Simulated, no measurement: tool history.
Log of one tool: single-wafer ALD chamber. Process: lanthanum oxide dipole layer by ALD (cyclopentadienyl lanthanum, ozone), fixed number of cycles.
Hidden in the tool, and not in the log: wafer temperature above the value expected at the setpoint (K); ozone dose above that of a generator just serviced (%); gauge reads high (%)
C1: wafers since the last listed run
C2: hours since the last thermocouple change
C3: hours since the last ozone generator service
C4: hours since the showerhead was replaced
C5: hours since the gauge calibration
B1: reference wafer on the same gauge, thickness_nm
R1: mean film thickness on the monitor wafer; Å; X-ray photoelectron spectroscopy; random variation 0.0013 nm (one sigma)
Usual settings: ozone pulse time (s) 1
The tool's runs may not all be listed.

run 1 day=0 | ozone_pulse_time_(s)=0.81 | C1=0 C2=1964.4 C3=546.2 C4=4374.9 C5=354.5 | B1=0.594 | R1=4.58
run 2 day=5.008 | ozone_pulse_time_(s)=0.81 | C1=1457 C2=2084.6 C3=666.4 C4=4495.1 C5=474.7 | B1=0.594 | R1=4.53
run 3 day=6.104 | ozone_pulse_time_(s)=0.89 | C1=318 C2=2110.9 C3=692.7 C4=4521.4 C5=501 | B1=0.594 | R1=4.7
run 4 day=7.854 | ozone_pulse_time_(s)=0.89 | C1=509 C2=2152.9 C3=734.7 C4=4563.4 C5=543 | B1=0.594 | R1=4.71
run 5 day=9.912 | ozone_pulse_time_(s)=1 | C1=599 C2=2202.3 C3=784.1 C4=4612.8 C5=592.4 | B1=0.594 | R1=4.89
run 6 day=11.2 | ozone_pulse_time_(s)=1.27 | C1=374 C2=2233.2 C3=815 C4=4643.7 C5=623.3 | B1=0.594 | R1=5.22
-- day=15.929 ozone generator serviced
run 7 day=16.796 | ozone_pulse_time_(s)=1.27 | C1=1531 C2=2367.5 C3=20.8 C4=4778 C5=757.6 | B1=0.594 | R1=5.33
-- day=18.854 thermocouple changed; heater temperature recalibrated
run 8 day=18.875 | ozone_pulse_time_(s)=1.27 | C1=508 C2=0.5 C3=70.7 C4=4827.9 C5=807.5 | B1=0.595 | R1=5.33
run 9 day=21.467 | ozone_pulse_time_(s)=1 | C1=754 C2=62.7 C3=132.9 C4=4890.1 C5=869.7 | B1=0.595 | R1=5.01
-- day=22.442 showerhead replaced, of another model than before
run 10 day=23.229 | ozone_pulse_time_(s)=1 | C1=415 C2=105 C3=175.2 C4=18.9 C5=912 | B1=0.594 | R1=4.97
run 11 day=25.029 | ozone_pulse_time_(s)=1.3 | C1=523 C2=148.2 C3=218.4 C4=62.1 C5=955.2 | B1=0.594 | R1=5.48
run 12 day=27.696 | ozone_pulse_time_(s)=0.8 | C1=776 C2=212.2 C3=282.4 C4=126.1 C5=1019.2 | B1=0.593 | R1=4.23
run 13 day=29.796 | ozone_pulse_time_(s)=0.69 | C1=611 C2=262.6 C3=332.8 C4=176.5 C5=1069.6 | B1=0.594 | R1=3.57
run 14 day=32.083 | ozone_pulse_time_(s)=1 | C1=665 C2=317.5 C3=387.7 C4=231.4 C5=1124.5 | B1=0.593 | R1=4.94
run 15 day=34.296 | ozone_pulse_time_(s)=1.15 | C1=644 C2=370.6 C3=440.8 C4=284.5 C5=1177.6 | B1=0.595 | R1=5.24
-- day=34.658 gauge calibrated
run 16 day=35.821 | ozone_pulse_time_(s)=0.73 | C1=443 C2=407.2 C3=477.4 C4=321.1 C5=27.9 | B1=0.595 | R1=3.78
run 17 day=38.446 | ozone_pulse_time_(s)=1 | C1=764 C2=470.2 C3=540.4 C4=384.1 C5=90.9 | B1=0.594 | R1=4.91
run 18 day=40.95 | ozone_pulse_time_(s)=1.2 | C1=728 C2=530.3 C3=600.5 C4=444.2 C5=151 | B1=0.594 | R1=5.3

Run 19 comes next. What will it give?
run 19 day=42.683 | ozone_pulse_time_(s)=0.88 | C1=504 C2=571.9 C3=642.1 C4=485.8 C5=192.6 | B1=? | R1=?

B1: 0.593
R1: 4.49 Å
Without the tool's hidden state the same run would have given R1 4.64 Å.
